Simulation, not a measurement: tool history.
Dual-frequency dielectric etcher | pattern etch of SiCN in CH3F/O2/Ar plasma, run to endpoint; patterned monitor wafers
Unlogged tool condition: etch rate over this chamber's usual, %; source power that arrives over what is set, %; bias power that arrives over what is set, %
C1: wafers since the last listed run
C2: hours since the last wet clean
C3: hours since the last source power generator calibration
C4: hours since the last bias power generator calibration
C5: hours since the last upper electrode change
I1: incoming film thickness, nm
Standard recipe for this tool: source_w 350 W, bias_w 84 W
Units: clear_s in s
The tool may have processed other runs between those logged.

Run 1, hour 0.0: usual settings but source_w 370 W; C1 0; C2 295.4; C3 4869.1; C4 5235.6; C5 4503.2; I1 10.80. Result: clear_s 27.7 s.
Run 2, hour 16.9: usual settings but source_w 370 W; C1 225; C2 312.3; C3 4886.0; C4 5252.5; C5 4520.1; I1 10.84. Result: clear_s 27.5 s.
Run 3, hour 25.1: usual settings but source_w 370 W; C1 109; C2 320.5; C3 4894.2; C4 5260.7; C5 4528.3; I1 10.86. Result: clear_s 28.1 s.
Run 4, hour 33.3: usual settings but source_w 410 W, bias_w 77 W; C1 109; C2 328.7; C3 4902.4; C4 5268.9; C5 4536.5; I1 10.85. Result: clear_s 27.0 s.
Run 5, hour 41.6: usual settings; C1 110; C2 337.0; C3 4910.7; C4 5277.2; C5 4544.8; I1 10.75. Result: clear_s 28.3 s.
Run 6, hour 47.9: usual settings; C1 84; C2 343.3; C3 4917.0; C4 5283.5; C5 4551.1; I1 10.88. Result: clear_s 28.6 s.
Run 7, hour 64.9: usual settings; C1 226; C2 360.3; C3 4934.0; C4 5300.5; C5 4568.1; I1 10.73. Result: clear_s 28.3 s.
Run 8, hour 76.3: usual settings but source_w 410 W, bias_w 74 W; C1 152; C2 371.7; C3 4945.4; C4 5311.9; C5 4579.5; I1 10.78. Result: clear_s 27.1 s.
Run 9, hour 82.9: usual settings but source_w 410 W, bias_w 74 W; C1 88; C2 378.3; C3 4952.0; C4 5318.5; C5 4586.1; I1 10.89. Result: clear_s 27.8 s.
Run 10, hour 89.4: usual settings but source_w 390 W, bias_w 69 W; C1 86; C2 384.8; C3 4958.5; C4 5325.0; C5 4592.6; I1 10.88. Result: clear_s 29.0 s.
Run 11, hour 105.5: usual settings; C1 214; C2 400.9; C3 4974.6; C4 5341.1; C5 4608.7; I1 10.88. Result: clear_s 29.2 s.
Run 12, hour 116.9: usual settings; C1 152; C2 412.3; C3 4986.0; C4 5352.5; C5 4620.1; I1 10.77. Result: clear_s 28.7 s.
Run 13, hour 124.0: usual settings but source_w 390 W; C1 94; C2 419.4; C3 4993.1; C4 5359.6; C5 4627.2; I1 10.79. Result: clear_s 27.3 s.
At hour 131.1: source power generator calibrated.
Run 14, hour 135.8: usual settings but source_w 390 W; C1 104; C2 431.2; C3 4.7; C4 5371.4; C5 4639.0; I1 10.82. Result: clear_s 27.1 s.
Run 15, hour 150.7: usual settings but source_w 390 W; C1 198; C2 446.1; C3 19.6; C4 5386.3; C5 4653.9; I1 10.72. Result: clear_s 27.0 s.
Run 16, hour 162.8: usual settings; C1 161; C2 458.2; C3 31.7; C4 5398.4; C5 4666.0; I1 10.72. Result: clear_s 28.5 s.
At hour 198.0: wet clean of the chamber.
Run 17, hour 198.5: usual settings but bias_w 101 W; C1 156; C2 0.5; C3 67.4; C4 5434.1; C5 4701.7; I1 10.81. Result: clear_s 26.5 s.
Run 18, hour 198.9: usual settings; C1 5; C2 0.9; C3 67.8; C4 5434.5; C5 4702.1; I1 10.74. Result: clear_s 27.6 s.
Run 19, hour 199.2: usual settings but source_w 270 W, bias_w 74 W; C1 4; C2 1.2; C3 68.1; C4 5434.8; C5 4702.4; I1 10.79. Result: clear_s 33.3 s.
At hour 213.1: bias power generator calibrated.
Run 20, hour 213.6: usual settings but source_w 400 W, bias_w 103 W; C1 138; C2 15.6; C3 82.5; C4 0.5; C5 4716.8; I1 10.84. Result: clear_s 24.7 s.
Run 21, hour 224.2: usual settings; C1 141; C2 26.2; C3 93.1; C4 11.1; C5 4727.4; I1 10.73. Result: clear_s 27.6 s.
Run 22, hour 233.4: usual settings; C1 122; C2 35.4; C3 102.3; C4 20.3; C5 4736.6; I1 10.87. Result: clear_s 28.2 s.
Run 23, hour 243.4: usual settings but bias_w 70 W; C1 133; C2 45.4; C3 112.3; C4 30.3; C5 4746.6; I1 10.79. Result: clear_s 29.3 s.
Run 24, hour 260.4: usual settings but source_w 290 W, bias_w 73 W; C1 226; C2 62.4; C3 129.3; C4 47.3; C5 4763.6; I1 10.77. Result: clear_s 32.6 s.
At hour 291.5: upper electrode replaced.
Run 25, hour 292.0: usual settings but source_w 430 W; C1 101; C2 94.0; C3 160.9; C4 78.9; C5 0.5; I1 10.81. Result: clear_s 25.3 s.
Run 26, hour 292.3: usual settings but source_w 400 W, bias_w 67 W; C1 4; C2 94.3; C3 161.2; C4 79.2; C5 0.8; I1 10.88. Result: clear_s 27.8 s.
Run 27, hour 305.1: usual settings; C1 170; C2 107.1; C3 174.0; C4 92.0; C5 13.6; I1 10.74. Result: clear_s 28.2 s.
Run 28, hour 322.3: usual settings but source_w 280 W, bias_w 69 W; C1 229; C2 124.3; C3 191.2; C4 109.2; C5 30.8; I1 10.76. Result: clear_s 33.7 s.
Run 29, hour 338.6: usual settings; C1 217; C2 140.6; C3 207.5; C4 125.5; C5 47.1; I1 10.75. Result: clear_s 28.4 s.
Run 30, hour 346.7: usual settings; C1 108; C2 148.7; C3 215.6; C4 133.6; C5 55.2; I1 10.75. Result: clear_s 28.0 s.
Run 31, hour 359.4: usual settings but source_w 400 W, bias_w 102 W; C1 169; C2 161.4; C3 228.3; C4 146.3; C5 67.9; I1 10.78. Result: clear_s 24.9 s.
Run 32, hour 366.2: usual settings; C1 90; C2 168.2; C3 235.1; C4 153.1; C5 74.7; I1 10.72. Result: clear_s 28.3 s.

Hidden condition of the tool, last listed run before each entry between runs versus first listed run after:
Between runs 13 and 14: source power generator calibrated (hour 131.1)
  etch rate over this chamber's usual, %: -3.57 -> -3.68
  measured less the result without the state, clear_s: +1.0 -> +1.0 s
Between runs 16 and 17: wet clean of the chamber (hour 198.0)
  etch rate over this chamber's usual, %: -3.93 -> -0.206
  measured less the result without the state, clear_s: +1.1 -> +0.0 s
Between runs 19 and 20: bias power generator calibrated (hour 213.1)
  etch rate over this chamber's usual, %: -0.212 -> -0.345
  measured less the result without the state, clear_s: +0.0 -> +0.1 s
Between runs 24 and 25: upper electrode replaced (hour 291.5)
  etch rate over this chamber's usual, %: -0.776 -> -1.07
  measured less the result without the state, clear_s: +0.3 -> +0.2 s
